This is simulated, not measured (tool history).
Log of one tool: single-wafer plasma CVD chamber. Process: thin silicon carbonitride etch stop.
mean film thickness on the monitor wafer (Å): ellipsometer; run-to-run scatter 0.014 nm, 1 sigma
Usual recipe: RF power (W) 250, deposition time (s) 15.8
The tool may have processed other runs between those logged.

run	hour	RF power (W)	deposition time (s)	read-back reference wafer on the same gauge, thickness_nm	mean film thickness on the monitor wafer (Å)
1	0	250	15.8	9.3	94.34
2	34.1	250	15.8	9.298	94.1
3	53.4	250	15.8	9.303	94.23
4	78.5	250	17.5	9.302	104.4
5	103.5	250	17.5	9.298	104.16
6	119.6	250	15.8	9.3	94.16
7	148.1	250	15.8	9.301	94.06
8	163.6	250	15.8	9.303	94.16
9	178.1	250	15.8	9.299	94.07
10	230.6	250	17.6	9.297	104.45
11	253.6	250	17.6	9.3	104.5
12	286	220	15.8	9.303	90.66
13	371	220	15.8	9.304	90.3
14	383.5	250	15.8	9.301	93.27
15	417.1	220	14.8	9.303	84.38
# hour 417.5: gauge calibrated
# hour 431.3: RF generator calibrated
16	444.6	275	15.8	9.301	97.5
17	474.1	250	15.8	9.303	94.75
18	507.2	200	12.9	9.301	72.99
19	533.7	290	16.7	9.297	104.52
20	547.5	235	18.9	9.3	111.78
# hour 555.6: thermocouple changed; heater temperature recalibrated
# hour 593.9: showerhead replaced
21	594.4	250	15.8	9.3	94.8
22	604.7	250	14.1	9.297	84.65
23	630	300	18.4	9.298	116.23
24	653.6	250	15.8	9.3	95.07
25	677.6	275	14.5	9.302	89.36
26	710.7	215	17.1	9.304	98.53
27	746.5	220	17.4	9.305	100.67
28	761.7	250	13.2	9.305	79.08

Below are 3 alternative next runs, each starting from the tool's condition after run 28. Predict each:
A	762.1	250	15.8	?	?
B	762.1	225	15.8	?	?
C	762.1	250	17.9	?	?

run	read-back reference wafer on the same gauge, thickness_nm	mean film thickness on the monitor wafer (Å)
A	9.301	94.94
B	9.301	92.29
C	9.301	107.56
What these runs would have given with no unlogged condition in the tool:
run	mean film thickness on the monitor wafer (Å)
A	95.53
B	92.86
C	108.22
